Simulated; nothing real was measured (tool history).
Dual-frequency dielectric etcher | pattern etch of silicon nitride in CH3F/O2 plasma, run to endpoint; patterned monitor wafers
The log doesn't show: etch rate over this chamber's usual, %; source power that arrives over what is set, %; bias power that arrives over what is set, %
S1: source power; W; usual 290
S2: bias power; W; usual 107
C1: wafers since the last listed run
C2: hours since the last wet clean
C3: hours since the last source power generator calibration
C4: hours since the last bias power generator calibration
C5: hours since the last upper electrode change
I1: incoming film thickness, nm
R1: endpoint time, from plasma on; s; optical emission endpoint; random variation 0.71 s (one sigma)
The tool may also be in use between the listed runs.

{"run": 1, "day": 0.0, "S1": 330, "S2": 101, "C1": 0, "C2": 172.3, "C3": 2481.7, "C4": 3826.3, "C5": 2856.9, "I1": 90, "R1": 98.7}
{"run": 2, "day": 1.154, "S1": 290, "S2": 91, "C1": 227, "C2": 200, "C3": 2509.4, "C4": 3854, "C5": 2884.6, "I1": 89.9, "R1": 108.5}
{"run": 3, "day": 1.804, "S1": 290, "S2": 91, "C1": 128, "C2": 215.6, "C3": 2525, "C4": 3869.6, "C5": 2900.2, "I1": 89.7, "R1": 108.2}
{"run": 4, "day": 2.333, "S1": 290, "S2": 107, "C1": 104, "C2": 228.3, "C3": 2537.7, "C4": 3882.3, "C5": 2912.9, "I1": 90.8, "R1": 101.6}
{"run": 5, "day": 2.904, "S1": 290, "S2": 107, "C1": 112, "C2": 242, "C3": 2551.4, "C4": 3896, "C5": 2926.6, "I1": 90.7, "R1": 101.9}
{"run": 6, "day": 4.571, "S1": 290, "S2": 107, "C1": 328, "C2": 282, "C3": 2591.4, "C4": 3936, "C5": 2966.6, "I1": 89.5, "R1": 101.3}
{"run": 7, "day": 5.542, "S1": 310, "S2": 87, "C1": 191, "C2": 305.3, "C3": 2614.7, "C4": 3959.3, "C5": 2989.9, "I1": 90.1, "R1": 110.4}
{"day": 6.596, "done": "source power generator calibrated"}
{"run": 8, "day": 7.029, "S1": 290, "S2": 107, "C1": 260, "C2": 341, "C3": 10.4, "C4": 3995, "C5": 3025.6, "I1": 91.1, "R1": 103.6}
{"run": 9, "day": 7.683, "S1": 250, "S2": 98, "C1": 129, "C2": 356.7, "C3": 26.1, "C4": 4010.7, "C5": 3041.3, "I1": 90.1, "R1": 114.8}
{"run": 10, "day": 8.767, "S1": 250, "S2": 98, "C1": 213, "C2": 382.7, "C3": 52.1, "C4": 4036.7, "C5": 3067.3, "I1": 89.4, "R1": 112.7}
{"run": 11, "day": 9.575, "S1": 250, "S2": 98, "C1": 159, "C2": 402.1, "C3": 71.5, "C4": 4056.1, "C5": 3086.7, "I1": 89.8, "R1": 114}
{"run": 12, "day": 10.146, "S1": 290, "S2": 100, "C1": 112, "C2": 415.8, "C3": 85.2, "C4": 4069.8, "C5": 3100.4, "I1": 90.1, "R1": 106.8}
{"run": 13, "day": 11.288, "S1": 290, "S2": 100, "C1": 225, "C2": 443.2, "C3": 112.6, "C4": 4097.2, "C5": 3127.8, "I1": 90.6, "R1": 107.7}
{"run": 14, "day": 12.346, "S1": 240, "S2": 80, "C1": 208, "C2": 468.6, "C3": 138, "C4": 4122.6, "C5": 3153.2, "I1": 90.8, "R1": 127.8}
{"run": 15, "day": 13.558, "S1": 330, "S2": 86, "C1": 239, "C2": 497.7, "C3": 167.1, "C4": 4151.7, "C5": 3182.3, "I1": 91.7, "R1": 112.7}
{"run": 16, "day": 14.296, "S1": 320, "S2": 107, "C1": 145, "C2": 515.4, "C3": 184.8, "C4": 4169.4, "C5": 3200, "I1": 90.8, "R1": 101}
{"day": 15.917, "done": "wet clean of the chamber"}
{"run": 17, "day": 15.938, "S1": 250, "S2": 98, "C1": 126, "C2": 0.5, "C3": 224.2, "C4": 4208.8, "C5": 3239.4, "I1": 90.4, "R1": 110.1}
{"run": 18, "day": 16.762, "S1": 290, "S2": 121, "C1": 162, "C2": 20.3, "C3": 244, "C4": 4228.6, "C5": 3259.2, "I1": 90.3, "R1": 94.6}
{"day": 17.371, "done": "bias power generator calibrated"}
{"run": 19, "day": 17.383, "S1": 290, "S2": 107, "C1": 89, "C2": 35.2, "C3": 258.9, "C4": 0.3, "C5": 3274.1, "I1": 90.4, "R1": 98.4}
{"run": 20, "day": 18.112, "S1": 260, "S2": 107, "C1": 143, "C2": 52.7, "C3": 276.4, "C4": 17.8, "C5": 3291.6, "I1": 91.2, "R1": 105.6}
{"run": 21, "day": 19.142, "S1": 340, "S2": 85, "C1": 202, "C2": 77.4, "C3": 301.1, "C4": 42.5, "C5": 3316.3, "I1": 90.2, "R1": 103.6}
{"run": 22, "day": 20.421, "S1": 290, "S2": 107, "C1": 252, "C2": 108.1, "C3": 331.8, "C4": 73.2, "C5": 3347, "I1": 91.2, "R1": 101.6}
{"run": 23, "day": 21.229, "S1": 260, "S2": 122, "C1": 159, "C2": 127.5, "C3": 351.2, "C4": 92.6, "C5": 3366.4, "I1": 89.9, "R1": 99.4}
{"run": 24, "day": 22.725, "S1": 310, "S2": 84, "C1": 295, "C2": 163.4, "C3": 387.1, "C4": 128.5, "C5": 3402.3, "I1": 91.1, "R1": 110.8}
{"run": 25, "day": 24.079, "S1": 290, "S2": 107, "C1": 267, "C2": 195.9, "C3": 419.6, "C4": 161, "C5": 3434.8, "I1": 90.3, "R1": 101.3}
{"run": 26, "day": 24.604, "S1": 290, "S2": 97, "C1": 103, "C2": 208.5, "C3": 432.2, "C4": 173.6, "C5": 3447.4, "I1": 90.1, "R1": 105.4}

Forecast run 27:
{"day": 26.333, "done": "upper electrode replaced"}
{"run": 27, "day": 26.354, "S1": 230, "S2": 83, "C1": 147, "C2": 250.5, "C3": 474.2, "C4": 215.6, "C5": 0.5, "I1": 89.8, "R1": "?"}

R1: 124.7 s
Without the tool's hidden state the same run would have given R1 121 s.

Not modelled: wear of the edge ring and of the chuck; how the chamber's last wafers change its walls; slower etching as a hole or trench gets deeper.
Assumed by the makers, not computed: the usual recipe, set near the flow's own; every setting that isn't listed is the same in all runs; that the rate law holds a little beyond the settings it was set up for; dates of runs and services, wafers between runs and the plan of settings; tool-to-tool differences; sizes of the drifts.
